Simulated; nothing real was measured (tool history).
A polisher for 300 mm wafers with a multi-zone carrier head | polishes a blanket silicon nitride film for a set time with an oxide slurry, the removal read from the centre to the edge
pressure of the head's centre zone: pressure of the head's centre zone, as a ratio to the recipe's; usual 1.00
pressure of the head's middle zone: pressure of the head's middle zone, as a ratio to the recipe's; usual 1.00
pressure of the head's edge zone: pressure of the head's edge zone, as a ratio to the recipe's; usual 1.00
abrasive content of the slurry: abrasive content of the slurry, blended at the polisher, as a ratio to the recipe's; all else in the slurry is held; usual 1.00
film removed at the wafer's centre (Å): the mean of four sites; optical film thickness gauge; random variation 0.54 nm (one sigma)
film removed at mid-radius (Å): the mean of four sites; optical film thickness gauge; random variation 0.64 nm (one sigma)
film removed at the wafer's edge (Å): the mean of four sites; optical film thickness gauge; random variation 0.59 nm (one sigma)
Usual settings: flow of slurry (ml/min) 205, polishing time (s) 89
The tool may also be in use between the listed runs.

run    hour  flow of slurry (ml/min)  pressure of the head's centre zone  pressure of the head's middle zone  pressure of the head's edge zone  abrasive content of the slurry  polishing time (s)  wafers since the last listed run  wafers polished on this pad  hours since the slurry nozzle was cleaned  hours since the centre zone pressure was calibrated  hours since the edge zone pressure was calibrated  hours since the carrier head's membrane was replaced  incoming thickness of the incoming film, nm  film removed at the wafer's centre (Å)  film removed at mid-radius (Å)  film removed at the wafer's edge (Å)
  1     0.0                      205                                1.00                                1.00                              1.00                            1.00                  89                                 0                         1971                                      157.3                                               1288.0                                             1277.4                                                1314.3                                        322.9                                     460                             454                                   447
       58.5  -- worn pad replaced by a new one
       66.8  -- centre zone pressure recalibrated
      142.1  -- edge zone pressure recalibrated
  2   178.9                      205                                1.00                                1.00                              1.00                            1.00                  89                               933                          635                                      336.2                                                112.1                                               36.8                                                1493.2                                        334.9                                     449                             447                                   456
  3   237.8                      205                                1.00                                1.00                              1.00                            1.00                  89                               321                          957                                      395.1                                                171.0                                               95.7                                                1552.1                                        328.6                                     456                             444                                   451
  4   342.3                      205                                1.00                                1.00                              1.00                            1.00                  89                               570                         1528                                      499.6                                                275.5                                              200.2                                                1656.6                                        333.1                                     451                             451                                   451
      400.7  -- slurry nozzle cleaned
      477.3  -- carrier head's membrane replaced by a new one
  5   508.0                      180                                1.00                                1.00                              1.00                            1.00                  89                               872                         2401                                      107.3                                                441.2                                              365.9                                                  30.7                                        336.6                                     445                             428                                   443
      516.1  -- worn pad replaced by a new one
  6   613.4                      205                                1.00                                1.00                              1.08                            1.00                  89                               554                          531                                      212.7                                                546.6                                              471.3                                                 136.1                                        333.4                                     452                             447                                   461
  7   679.8                      205                                1.00                                1.00                              1.00                            1.00                  89                               362                          894                                      279.1                                                613.0                                              537.7                                                 202.5                                        331.5                                     456                             445                                   454
  8   717.9                      205                                0.94                                1.00                              0.92                            0.75                  89                               208                         1102                                      317.2                                                651.1                                              575.8                                                 240.6                                        327.5                                     346                             364                                   346
  9   767.2                      205                                1.00                                0.88                              1.00                            1.00                  89                               269                         1371                                      366.5                                                700.4                                              625.1                                                 289.9                                        331.4                                     449                             405                                   434
 10   813.3                      205                                1.08                                0.92                              1.08                            1.20                  89                               251                         1623                                      412.6                                                746.5                                              671.2                                                 336.0                                        327.3                                     540                             466                                   502
 11   895.6                      205                                1.00                                0.93                              1.00                            0.85                  89                               449                         2073                                      494.9                                                828.8                                              753.5                                                 418.3                                        323.6                                     404                             382                                   404
      947.3  -- worn pad replaced by a new one
 12   963.8                      205                                1.00                                1.00                              1.00                            1.00                  89                               350                           90                                      563.1                                                897.0                                              821.7                                                 486.5                                        330.4                                     447                             448                                   436
     1042.1  -- slurry nozzle cleaned
 13  1042.6                      205                                1.00                                1.00                              0.97                            1.00                  89                               425                          515                                        0.5                                                975.8                                              900.5                                                 565.3                                        330.0                                     453                             444                                   443
 14  1084.9                      165                                1.00                                1.00                              1.00                            1.00                  89                               231                          746                                       42.8                                               1018.1                                              942.8                                                 607.6                                        332.1                                     435                             435                                   442
 15  1154.9                      260                                1.00                                1.04                              0.93                            1.00                 113                               382                         1128                                      112.8                                               1088.1                                             1012.8                                                 677.6                                        329.0                                     607                             603                                   564
 16  1257.5                      205                                1.00                                0.92                              1.00                            1.00                 110                               560                         1689                                      215.4                                               1190.7                                             1115.4                                                 780.2                                        325.2                                     563                             513                                   554
 17  1297.4                      245                                1.00                                1.00                              1.07                            1.00                  64                               218                         1907                                      255.3                                               1230.6                                             1155.3                                                 820.1                                        323.4                                     327                             327                                   340
 18  1362.0                      140                                1.00                                1.00                              0.91                            1.00                  89                               352                         2260                                      319.9                                               1295.2                                             1219.9                                                 884.7                                        334.1                                     420                             422                                   417
     1403.7  -- worn pad replaced by a new one
 19  1406.0                      205                                1.00                                1.00                              1.00                            1.00                  89                               218                           12                                      363.9                                               1339.2                                             1263.9                                                 928.7                                        328.7                                     463                             443                                   445
 20  1448.3                      260                                1.00                                1.04                              0.93                            1.00                 113                               231                          243                                      406.2                                               1381.5                                             1306.2                                                 971.0                                        325.4                                     582                             588                                   557

5 ways to go on from here, each from the tool as it stands after run 20. What would each give?
  A  1448.7                      205                                1.09                                1.00                              1.00                            1.00                  89                                 2                          246                                      406.6                                               1381.9                                             1306.6                                                 971.4                                        334.3                                       ?                               ?                                     ?
  B  1448.7                      205                                1.00                                0.93                              1.00                            1.00                  89                                 2                          246                                      406.6                                               1381.9                                             1306.6                                                 971.4                                        334.3                                       ?                               ?                                     ?
  C  1448.7                      265                                0.91                                1.00                              1.00                            1.20                  89                                 2                          246                                      406.6                                               1381.9                                             1306.6                                                 971.4                                        334.3                                       ?                               ?                                     ?
  D  1448.7                      205                                1.04                                0.95                              1.00                            0.90                  77                                 2                          246                                      406.6                                               1381.9                                             1306.6                                                 971.4                                        334.3                                       ?                               ?                                     ?
  E  1448.7                      235                                1.10                                1.00                              1.00                            1.00                  89                                 2                          246                                      406.6                                               1381.9                                             1306.6                                                 971.4                                        334.3                                       ?                               ?                                     ?

run  film removed at the wafer's centre (Å)  film removed at mid-radius (Å)  film removed at the wafer's edge (Å)
  A                                     494                             437                                   451
  B                                     453                             415                                   451
  C                                     470                             497                                   508
  D                                     382                             341                                   365
  E                                     508                             444                                   456
Without the tool's hidden state the same runs would have given:
run  film removed at the wafer's centre (Å)  film removed at mid-radius (Å)  film removed at the wafer's edge (Å)
  A                                     494                             437                                   451
  B                                     453                             415                                   451
  C                                     470                             497                                   508
  D                                     382                             341                                   365
  E                                     508                             444                                   456

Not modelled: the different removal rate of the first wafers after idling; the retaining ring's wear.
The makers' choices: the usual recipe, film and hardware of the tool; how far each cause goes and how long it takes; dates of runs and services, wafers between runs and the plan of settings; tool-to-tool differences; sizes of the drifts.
